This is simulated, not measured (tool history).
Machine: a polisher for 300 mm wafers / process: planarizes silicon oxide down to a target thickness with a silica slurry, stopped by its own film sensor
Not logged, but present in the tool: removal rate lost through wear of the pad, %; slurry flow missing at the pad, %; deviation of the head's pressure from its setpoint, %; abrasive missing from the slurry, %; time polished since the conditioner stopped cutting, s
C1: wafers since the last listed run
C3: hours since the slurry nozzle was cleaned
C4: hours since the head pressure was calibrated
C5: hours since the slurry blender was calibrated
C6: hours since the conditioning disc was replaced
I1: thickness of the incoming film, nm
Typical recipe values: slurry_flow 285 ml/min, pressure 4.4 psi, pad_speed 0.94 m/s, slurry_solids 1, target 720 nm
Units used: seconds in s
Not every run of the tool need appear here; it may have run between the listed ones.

run 1 hour=0 | slurry_flow=285 pressure=4.4 pad_speed=0.94 slurry_solids=1 target=720 | C1=0 wafers_polished_on_this_pad=169 C3=1.4 C4=871.5 C5=335.7 C6=492.2 | I1=1137 | seconds=136.5
run 2 hour=15.7 | slurry_flow=285 pressure=4.4 pad_speed=0.94 slurry_solids=1 target=720 | C1=133 wafers_polished_on_this_pad=302 C3=17.1 C4=887.2 C5=351.4 C6=507.9 | I1=1141.3 | seconds=140.6
run 3 hour=23.4 | slurry_flow=285 pressure=4.4 pad_speed=0.94 slurry_solids=1 target=720 | C1=65 wafers_polished_on_this_pad=368 C3=24.8 C4=894.9 C5=359.1 C6=515.6 | I1=1124.9 | seconds=133
run 4 hour=33.6 | slurry_flow=285 pressure=4.4 pad_speed=0.94 slurry_solids=1 target=720 | C1=86 wafers_polished_on_this_pad=455 C3=35 C4=905.1 C5=369.3 C6=525.8 | I1=1138.1 | seconds=138.4
run 5 hour=44.2 | slurry_flow=285 pressure=3.7 pad_speed=0.94 slurry_solids=0.75 target=850 | C1=90 wafers_polished_on_this_pad=545 C3=45.6 C4=915.7 C5=379.9 C6=536.4 | I1=1139.3 | seconds=131.1
run 6 hour=52.6 | slurry_flow=225 pressure=3.1 pad_speed=0.94 slurry_solids=0.9 target=601 | C1=71 wafers_polished_on_this_pad=616 C3=54 C4=924.1 C5=388.3 C6=544.8 | I1=1113.4 | seconds=257
run 7 hour=66.8 | slurry_flow=285 pressure=3.1 pad_speed=0.82 slurry_solids=0.9 target=720 | C1=120 wafers_polished_on_this_pad=737 C3=68.2 C4=938.3 C5=402.5 C6=559 | I1=1120.7 | seconds=223.5
-- hour=72.6 worn pad replaced by a new one
run 8 hour=74.4 | slurry_flow=285 pressure=4.4 pad_speed=0.94 slurry_solids=1 target=720 | C1=30 wafers_polished_on_this_pad=15 C3=75.8 C4=945.9 C5=410.1 C6=566.6 | I1=1143.6 | seconds=142.2
run 9 hour=106.3 | slurry_flow=380 pressure=5.1 pad_speed=0.78 slurry_solids=1 target=863 | C1=271 wafers_polished_on_this_pad=286 C3=107.7 C4=977.8 C5=442 C6=598.5 | I1=1151.7 | seconds=95.2
run 10 hour=121.8 | slurry_flow=285 pressure=4.4 pad_speed=0.94 slurry_solids=1 target=720 | C1=131 wafers_polished_on_this_pad=418 C3=123.2 C4=993.3 C5=457.5 C6=614 | I1=1135.5 | seconds=146.1
-- hour=126.4 slurry blender recalibrated
-- hour=127 head pressure recalibrated
run 11 hour=136.9 | slurry_flow=205 pressure=4.4 pad_speed=0.64 slurry_solids=1 target=594 | C1=105 wafers_polished_on_this_pad=524 C3=138.3 C4=9.9 C5=10.5 C6=629.1 | I1=1133.6 | seconds=289.3
-- hour=155.9 conditioning disc replaced and pad reconditioned
run 12 hour=156.4 | slurry_flow=220 pressure=4.4 pad_speed=1.14 slurry_solids=1 target=832 | C1=148 wafers_polished_on_this_pad=673 C3=157.8 C4=29.4 C5=30 C6=0.5 | I1=1129.2 | seconds=100.9
run 13 hour=170.4 | slurry_flow=285 pressure=4.4 pad_speed=0.94 slurry_solids=1 target=809 | C1=119 wafers_polished_on_this_pad=792 C3=171.8 C4=43.4 C5=44 C6=14.5 | I1=1145.6 | seconds=133.5
-- hour=181.6 worn pad replaced by a new one
run 14 hour=187.7 | slurry_flow=315 pressure=4.4 pad_speed=0.94 slurry_solids=0.9 target=720 | C1=113 wafers_polished_on_this_pad=51 C3=189.1 C4=60.7 C5=61.3 C6=31.8 | I1=1125.6 | seconds=164.1
run 15 hour=204.3 | slurry_flow=285 pressure=4.4 pad_speed=0.94 slurry_solids=0.9 target=831 | C1=141 wafers_polished_on_this_pad=192 C3=205.7 C4=77.3 C5=77.9 C6=48.4 | I1=1136.8 | seconds=128.6
run 16 hour=218.3 | slurry_flow=285 pressure=4.4 pad_speed=0.94 slurry_solids=1 target=720 | C1=119 wafers_polished_on_this_pad=311 C3=219.7 C4=91.3 C5=91.9 C6=62.4 | I1=1129.4 | seconds=161.6
run 17 hour=235.1 | slurry_flow=190 pressure=4.4 pad_speed=0.94 slurry_solids=1 target=720 | C1=142 wafers_polished_on_this_pad=454 C3=236.5 C4=108.1 C5=108.7 C6=79.2 | I1=1111.2 | seconds=160.2
-- hour=251.6 slurry blender recalibrated, repeated, since the last time left the tool worse
run 18 hour=252.1 | slurry_flow=285 pressure=4.4 pad_speed=0.94 slurry_solids=1 target=720 | C1=127 wafers_polished_on_this_pad=582 C3=253.5 C4=125.1 C5=0.5 C6=96.2 | I1=1142.8 | seconds=126
run 19 hour=260.6 | slurry_flow=285 pressure=4.4 pad_speed=1.22 slurry_solids=1 target=720 | C1=72 wafers_polished_on_this_pad=654 C3=262 C4=133.6 C5=9 C6=104.7 | I1=1108.9 | seconds=95.4
-- hour=279.5 worn pad replaced by a new one
run 20 hour=280 | slurry_flow=255 pressure=4.4 pad_speed=0.94 slurry_solids=1.15 target=720 | C1=130 wafers_polished_on_this_pad=4 C3=281.4 C4=153 C5=28.4 C6=124.1 | I1=1113.8 | seconds=111.4
run 21 hour=284.2 | slurry_flow=285 pressure=4.8 pad_speed=0.94 slurry_solids=1 target=846 | C1=35 wafers_polished_on_this_pad=39 C3=285.6 C4=157.2 C5=32.6 C6=128.3 | I1=1123.5 | seconds=76.9
run 22 hour=299.9 | slurry_flow=285 pressure=4.4 pad_speed=0.94 slurry_solids=1.2 target=720 | C1=133 wafers_polished_on_this_pad=173 C3=301.3 C4=172.9 C5=48.3 C6=144 | I1=1129.9 | seconds=116.2
run 23 hour=313.9 | slurry_flow=285 pressure=4.4 pad_speed=0.94 slurry_solids=1 target=828 | C1=119 wafers_polished_on_this_pad=292 C3=315.3 C4=186.9 C5=62.3 C6=158 | I1=1118.7 | seconds=87.3
run 24 hour=323.1 | slurry_flow=285 pressure=4.4 pad_speed=1.12 slurry_solids=1 target=720 | C1=78 wafers_polished_on_this_pad=370 C3=324.5 C4=196.1 C5=71.5 C6=167.2 | I1=1143.7 | seconds=109.9

Difference, measured minus no-hidden-state, one row per run. Run-to-run variation is common to both terms; the gauge's own scatter need not be:
run=1 seconds=+10.1
run=2 seconds=+11.3
run=3 seconds=+11.1
run=4 seconds=+12.2
run=5 seconds=+13.7
run=6 seconds=+25.9
run=7 seconds=+24
run=8 seconds=+15.1
run=9 seconds=+11.7
run=10 seconds=+19.2
run=11 seconds=+66.2
run=12 seconds=+23.1
run=13 seconds=+30.7
run=14 seconds=+39.5
run=15 seconds=+31.2
run=16 seconds=+38
run=17 seconds=+38.1
run=18 seconds=+0.9
run=19 seconds=+0.7
run=20 seconds=+0.8
run=21 seconds=+0.6
run=22 seconds=+0.9
run=23 seconds=+0.8
run=24 seconds=+1.1
